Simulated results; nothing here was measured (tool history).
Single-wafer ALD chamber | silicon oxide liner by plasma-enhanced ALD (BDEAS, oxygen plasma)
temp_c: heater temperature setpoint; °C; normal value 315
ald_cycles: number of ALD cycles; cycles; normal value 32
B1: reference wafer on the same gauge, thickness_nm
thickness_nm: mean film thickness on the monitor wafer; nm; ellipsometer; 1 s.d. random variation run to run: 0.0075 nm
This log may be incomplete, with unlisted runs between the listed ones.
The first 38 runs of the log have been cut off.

run 39 hour=977.4 | temp_c=302 ald_cycles=35 | B1=2.561 | thickness_nm=3.329
run 40 hour=1009.5 | temp_c=315 ald_cycles=32 | B1=2.559 | thickness_nm=2.993
run 41 hour=1038.5 | temp_c=315 ald_cycles=32 | B1=2.559 | thickness_nm=2.997
run 42 hour=1066.0 | temp_c=307 ald_cycles=36 | B1=2.561 | thickness_nm=3.407
run 43 hour=1080.6 | temp_c=322 ald_cycles=32 | B1=2.560 | thickness_nm=2.959
run 44 hour=1113.3 | temp_c=315 ald_cycles=32 | B1=2.560 | thickness_nm=2.995
run 45 hour=1131.6 | temp_c=309 ald_cycles=35 | B1=2.560 | thickness_nm=3.291
run 46 hour=1163.9 | temp_c=319 ald_cycles=28 | B1=2.560 | thickness_nm=2.608

5 options for the next run, each taken on its own from the tool as it stands now. Forecast them:
run A hour=1164.3 | temp_c=308 ald_cycles=32 | B1=? | thickness_nm=?
run B hour=1164.3 | temp_c=303 ald_cycles=29 | B1=? | thickness_nm=?
run C hour=1164.3 | temp_c=304 ald_cycles=34 | B1=? | thickness_nm=?
run D hour=1164.3 | temp_c=323 ald_cycles=30 | B1=? | thickness_nm=?
run E hour=1164.3 | temp_c=305 ald_cycles=26 | B1=? | thickness_nm=?

run=A B1=2.559 thickness_nm=3.019
run=B B1=2.559 thickness_nm=2.753
run=C B1=2.559 thickness_nm=3.223
run=D B1=2.559 thickness_nm=2.777
run=E B1=2.559 thickness_nm=2.462
Had the tool no hidden state, the same runs would have come out as:
run=A thickness_nm=3.019
run=B thickness_nm=2.753
run=C thickness_nm=3.223
run=D thickness_nm=2.777
run=E thickness_nm=2.462
